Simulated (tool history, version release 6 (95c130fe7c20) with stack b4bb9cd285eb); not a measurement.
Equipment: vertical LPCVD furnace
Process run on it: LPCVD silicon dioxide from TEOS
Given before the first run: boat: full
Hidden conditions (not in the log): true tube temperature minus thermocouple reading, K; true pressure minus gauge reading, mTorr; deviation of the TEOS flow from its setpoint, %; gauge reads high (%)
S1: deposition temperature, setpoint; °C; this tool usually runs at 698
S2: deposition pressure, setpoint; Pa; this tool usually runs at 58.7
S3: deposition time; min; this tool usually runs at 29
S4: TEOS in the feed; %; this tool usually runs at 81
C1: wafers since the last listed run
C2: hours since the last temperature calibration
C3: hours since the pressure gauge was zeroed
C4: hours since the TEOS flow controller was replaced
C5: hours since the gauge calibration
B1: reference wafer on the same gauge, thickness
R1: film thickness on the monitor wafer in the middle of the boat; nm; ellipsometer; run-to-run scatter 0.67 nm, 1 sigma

run,day,S1,S2,S3,S4,C1,C2,C3,C4,C5,B1,R1
1,0,698,58.7,29,81,0,2756.3,2894.9,5576.4,120.4,247,307.15
2,0.438,698,58.7,29,81,144,2766.8,2905.4,5586.9,130.9,247.05,306.43
3,0.971,698,58.7,29,89,175,2779.6,2918.2,5599.7,143.7,246.81,322.11
4,1.321,698,58.7,29,85,115,2788,2926.6,5608.1,152.1,247.03,313.68
5,2.012,698,58.7,29,85,227,2804.6,2943.2,5624.7,168.7,247.11,315.83
6,2.533,698,58.7,29,85,171,2817.1,2955.7,5637.2,181.2,246.92,315.13
7,2.846,692,50.7,29,81,102,2824.6,2963.2,5644.7,188.7,246.96,247.76
8,3.404,698,58.7,29,90,183,2838,2976.6,5658.1,202.1,247,324.99
9,3.921,698,58.7,29,90,170,2850.4,2989,5670.5,214.5,247.08,324.94
10,4.242,698,58.7,29,81,105,2858.1,2996.7,5678.2,222.2,247.19,308.67
# day 5.625: TEOS flow controller replaced
11,5.646,698,58.7,29,81,133,2891.8,3030.4,0.5,255.9,246.99,309
12,5.854,698,58.7,29,81,68,2896.8,3035.4,5.5,260.9,246.96,308.62
13,6.058,695,58.7,29,81,67,2901.7,3040.3,10.4,265.8,246.95,287.86
14,6.525,695,58.7,29,81,153,2912.9,3051.5,21.6,277,246.95,287.62
15,7.162,695,58.7,29,81,210,2928.2,3066.8,36.9,292.3,247.04,285.87

Run 16 is up next; what results do you expect?
16,7.671,698,50.7,29,95,167,2940.4,3079,49.1,304.5,?,?

{"run 16": {"B1": 247.14, "R1": 310.13}}
The same run, on a tool lacking any hidden state, would have yielded R1 290.63 nm.

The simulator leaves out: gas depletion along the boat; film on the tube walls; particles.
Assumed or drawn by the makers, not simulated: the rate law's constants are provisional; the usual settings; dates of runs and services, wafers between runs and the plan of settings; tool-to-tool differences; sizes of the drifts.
